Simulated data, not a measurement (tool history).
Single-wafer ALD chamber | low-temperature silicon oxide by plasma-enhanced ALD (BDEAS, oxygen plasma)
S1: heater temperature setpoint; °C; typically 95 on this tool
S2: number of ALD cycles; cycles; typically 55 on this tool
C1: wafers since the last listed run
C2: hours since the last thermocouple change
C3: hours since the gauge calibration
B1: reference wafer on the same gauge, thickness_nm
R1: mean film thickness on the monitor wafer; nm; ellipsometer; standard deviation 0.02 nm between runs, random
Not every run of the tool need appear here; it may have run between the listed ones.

{"run": 1, "day": 0.0, "S1": 95, "S2": 55, "C1": 0, "C2": 2455.7, "C3": 62.6, "B1": 7.298, "R1": 7.907}
{"run": 2, "day": 0.654, "S1": 95, "S2": 55, "C1": 80, "C2": 2471.4, "C3": 78.3, "B1": 7.296, "R1": 7.877}
{"run": 3, "day": 1.017, "S1": 95, "S2": 55, "C1": 44, "C2": 2480.1, "C3": 87.0, "B1": 7.29, "R1": 7.915}
{"run": 4, "day": 1.583, "S1": 95, "S2": 55, "C1": 69, "C2": 2493.7, "C3": 100.6, "B1": 7.286, "R1": 7.908}
{"run": 5, "day": 1.954, "S1": 95, "S2": 55, "C1": 45, "C2": 2502.6, "C3": 109.5, "B1": 7.288, "R1": 7.935}
{"day": 3.621, "done": "thermocouple changed; heater temperature recalibrated"}
{"run": 6, "day": 3.871, "S1": 90, "S2": 52, "C1": 193, "C2": 6.0, "C3": 155.5, "B1": 7.287, "R1": 7.627}
{"run": 7, "day": 4.4, "S1": 90, "S2": 52, "C1": 64, "C2": 18.7, "C3": 168.2, "B1": 7.281, "R1": 7.622}
{"run": 8, "day": 4.992, "S1": 92, "S2": 61, "C1": 72, "C2": 32.9, "C3": 182.4, "B1": 7.279, "R1": 8.879}
{"run": 9, "day": 5.492, "S1": 87, "S2": 59, "C1": 61, "C2": 44.9, "C3": 194.4, "B1": 7.28, "R1": 8.756}
{"run": 10, "day": 6.242, "S1": 95, "S2": 62, "C1": 91, "C2": 62.9, "C3": 212.4, "B1": 7.278, "R1": 8.898}
{"run": 11, "day": 6.567, "S1": 110, "S2": 55, "C1": 39, "C2": 70.7, "C3": 220.2, "B1": 7.276, "R1": 7.615}
{"day": 6.804, "done": "gauge calibrated"}
{"run": 12, "day": 6.967, "S1": 95, "S2": 55, "C1": 48, "C2": 80.3, "C3": 3.9, "B1": 7.337, "R1": 7.982}
{"run": 13, "day": 7.321, "S1": 82, "S2": 61, "C1": 43, "C2": 88.8, "C3": 12.4, "B1": 7.337, "R1": 9.299}
{"run": 14, "day": 7.621, "S1": 95, "S2": 45, "C1": 36, "C2": 96.0, "C3": 19.6, "B1": 7.326, "R1": 6.519}
{"run": 15, "day": 8.067, "S1": 99, "S2": 51, "C1": 54, "C2": 106.7, "C3": 30.3, "B1": 7.322, "R1": 7.257}
{"run": 16, "day": 8.346, "S1": 95, "S2": 55, "C1": 34, "C2": 113.4, "C3": 37.0, "B1": 7.323, "R1": 7.931}
{"run": 17, "day": 8.721, "S1": 95, "S2": 55, "C1": 45, "C2": 122.4, "C3": 46.0, "B1": 7.312, "R1": 7.957}

Consider 5 possible next runs. They are alternatives, not a sequence: every one starts from the tool as it was left by run 17. What does each give?
{"run": "A", "day": 8.742, "S1": 95, "S2": 55, "C1": 2, "C2": 122.9, "C3": 46.5, "B1": "?", "R1": "?"}
{"run": "B", "day": 8.742, "S1": 95, "S2": 47, "C1": 2, "C2": 122.9, "C3": 46.5, "B1": "?", "R1": "?"}
{"run": "C", "day": 8.742, "S1": 95, "S2": 59, "C1": 2, "C2": 122.9, "C3": 46.5, "B1": "?", "R1": "?"}
{"run": "D", "day": 8.742, "S1": 95, "S2": 52, "C1": 2, "C2": 122.9, "C3": 46.5, "B1": "?", "R1": "?"}
{"run": "E", "day": 8.742, "S1": 81, "S2": 55, "C1": 2, "C2": 122.9, "C3": 46.5, "B1": "?", "R1": "?"}

run=A B1=7.313 R1=7.951
run=B B1=7.313 R1=6.795
run=C B1=7.313 R1=8.530
run=D B1=7.313 R1=7.518
run=E B1=7.313 R1=8.401
Had the tool no hidden state, the same runs would have come out as:
run=A R1=7.992
run=B R1=6.829
run=C R1=8.573
run=D R1=7.556
run=E R1=8.444
